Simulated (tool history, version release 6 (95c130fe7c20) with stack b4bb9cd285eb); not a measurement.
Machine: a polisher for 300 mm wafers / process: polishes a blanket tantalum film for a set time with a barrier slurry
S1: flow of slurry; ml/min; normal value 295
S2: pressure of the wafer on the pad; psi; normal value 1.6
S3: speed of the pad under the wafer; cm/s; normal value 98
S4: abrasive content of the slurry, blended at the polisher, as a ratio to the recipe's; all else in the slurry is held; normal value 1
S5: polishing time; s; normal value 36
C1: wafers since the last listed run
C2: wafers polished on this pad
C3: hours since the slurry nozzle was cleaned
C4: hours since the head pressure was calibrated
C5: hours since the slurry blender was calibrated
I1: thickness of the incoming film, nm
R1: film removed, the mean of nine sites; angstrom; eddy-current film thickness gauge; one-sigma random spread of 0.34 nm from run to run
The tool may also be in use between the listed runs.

run 1 day=0 | S1=295 S2=1.6 S3=98 S4=1 S5=36 | C1=0 C2=730 C3=554.1 C4=854.8 C5=177.4 | I1=362.8 | R1=470
-- day=0.104 worn pad replaced by a new one
run 2 day=0.546 | S1=295 S2=1.6 S3=98 S4=1 S5=36 | C1=82 C2=82 C3=567.2 C4=867.9 C5=190.5 | I1=356.7 | R1=475
run 3 day=0.912 | S1=295 S2=1.6 S3=98 S4=1 S5=40 | C1=68 C2=150 C3=576 C4=876.7 C5=199.3 | I1=362.1 | R1=529
-- day=1.208 slurry blender recalibrated
run 4 day=1.392 | S1=295 S2=1.6 S3=98 S4=1 S5=36 | C1=73 C2=224 C3=587.5 C4=888.2 C5=4.4 | I1=359.7 | R1=478
run 5 day=1.917 | S1=295 S2=1.3 S3=98 S4=1 S5=36 | C1=97 C2=322 C3=600.1 C4=900.8 C5=17 | I1=364.2 | R1=395
run 6 day=2.312 | S1=295 S2=1.3 S3=98 S4=1 S5=36 | C1=73 C2=396 C3=609.6 C4=910.3 C5=26.5 | I1=359.5 | R1=398
run 7 day=2.892 | S1=295 S2=1.3 S3=98 S4=1 S5=36 | C1=108 C2=504 C3=623.5 C4=924.2 C5=40.4 | I1=365.6 | R1=396
run 8 day=3.379 | S1=295 S2=1.6 S3=98 S4=1 S5=27 | C1=90 C2=595 C3=635.2 C4=935.9 C5=52.1 | I1=365.7 | R1=356
run 9 day=4.021 | S1=295 S2=1.6 S3=98 S4=1 S5=36 | C1=119 C2=715 C3=650.6 C4=951.3 C5=67.5 | I1=358.2 | R1=476
-- day=4.275 worn pad replaced by a new one
run 10 day=4.758 | S1=295 S2=1.6 S3=98 S4=1 S5=36 | C1=106 C2=90 C3=668.3 C4=969 C5=85.2 | I1=357.9 | R1=476
run 11 day=5.462 | S1=325 S2=1.6 S3=98 S4=1 S5=36 | C1=131 C2=221 C3=685.2 C4=985.9 C5=102.1 | I1=365 | R1=476
run 12 day=6.058 | S1=295 S2=1.6 S3=98 S4=1 S5=49 | C1=111 C2=333 C3=699.5 C4=1000.2 C5=116.4 | I1=360.5 | R1=638
run 13 day=6.483 | S1=295 S2=1.6 S3=98 S4=1 S5=36 | C1=79 C2=412 C3=709.7 C4=1010.4 C5=126.6 | I1=358.2 | R1=474
run 14 day=7.208 | S1=295 S2=1.6 S3=98 S4=0.9 S5=36 | C1=135 C2=547 C3=727.1 C4=1027.8 C5=144 | I1=359.1 | R1=463
-- day=7.308 head pressure recalibrated
run 15 day=7.742 | S1=295 S2=2.2 S3=98 S4=1 S5=36 | C1=83 C2=631 C3=739.9 C4=10.4 C5=156.8 | I1=352.9 | R1=641
run 16 day=8.367 | S1=295 S2=1.4 S3=74 S4=1 S5=30 | C1=116 C2=748 C3=754.9 C4=25.4 C5=171.8 | I1=356.6 | R1=263
-- day=8.679 slurry nozzle cleaned
-- day=8.938 worn pad replaced by a new one
run 17 day=8.958 | S1=325 S2=1.6 S3=108 S4=1.25 S5=36 | C1=71 C2=3 C3=6.7 C4=39.6 C5=186 | I1=360.3 | R1=567
-- day=10.042 slurry blender recalibrated
run 18 day=10.942 | S1=295 S2=2 S3=98 S4=1 S5=36 | C1=354 C2=358 C3=54.3 C4=87.2 C5=21.6 | I1=359.7 | R1=580
run 19 day=11.396 | S1=325 S2=1.6 S3=108 S4=1.25 S5=36 | C1=84 C2=443 C3=65.2 C4=98.1 C5=32.5 | I1=358.5 | R1=563
run 20 day=11.704 | S1=295 S2=1.6 S3=98 S4=1 S5=27 | C1=57 C2=500 C3=72.6 C4=105.5 C5=39.9 | I1=362.2 | R1=353
run 21 day=12.362 | S1=220 S2=1 S3=98 S4=1 S5=30 | C1=122 C2=623 C3=88.4 C4=121.3 C5=55.7 | I1=362.9 | R1=261
-- day=13.262 worn pad replaced by a new one
run 22 day=13.283 | S1=295 S2=1.1 S3=126 S4=1.2 S5=40 | C1=140 C2=3 C3=110.5 C4=143.4 C5=77.8 | I1=363.9 | R1=520

4 ways to go on from here, each from the tool as it stands after run 22. What would each give?
run A day=13.3 | S1=295 S2=1.6 S3=98 S4=1 S5=36 | C1=3 C2=6 C3=110.9 C4=143.8 C5=78.2 | I1=364.7 | R1=?
run B day=13.3 | S1=295 S2=1.6 S3=74 S4=1 S5=36 | C1=3 C2=6 C3=110.9 C4=143.8 C5=78.2 | I1=364.7 | R1=?
run C day=13.3 | S1=375 S2=1.6 S3=78 S4=1 S5=36 | C1=3 C2=6 C3=110.9 C4=143.8 C5=78.2 | I1=364.7 | R1=?
run D day=13.3 | S1=375 S2=1.6 S3=70 S4=1.15 S5=29 | C1=3 C2=6 C3=110.9 C4=143.8 C5=78.2 | I1=364.7 | R1=?

run=A R1=478
run=B R1=361
run=C R1=387
run=D R1=292
What these runs would have given with no unlogged condition in the tool:
run=A R1=478
run=B R1=361
run=C R1=387
run=D R1=292
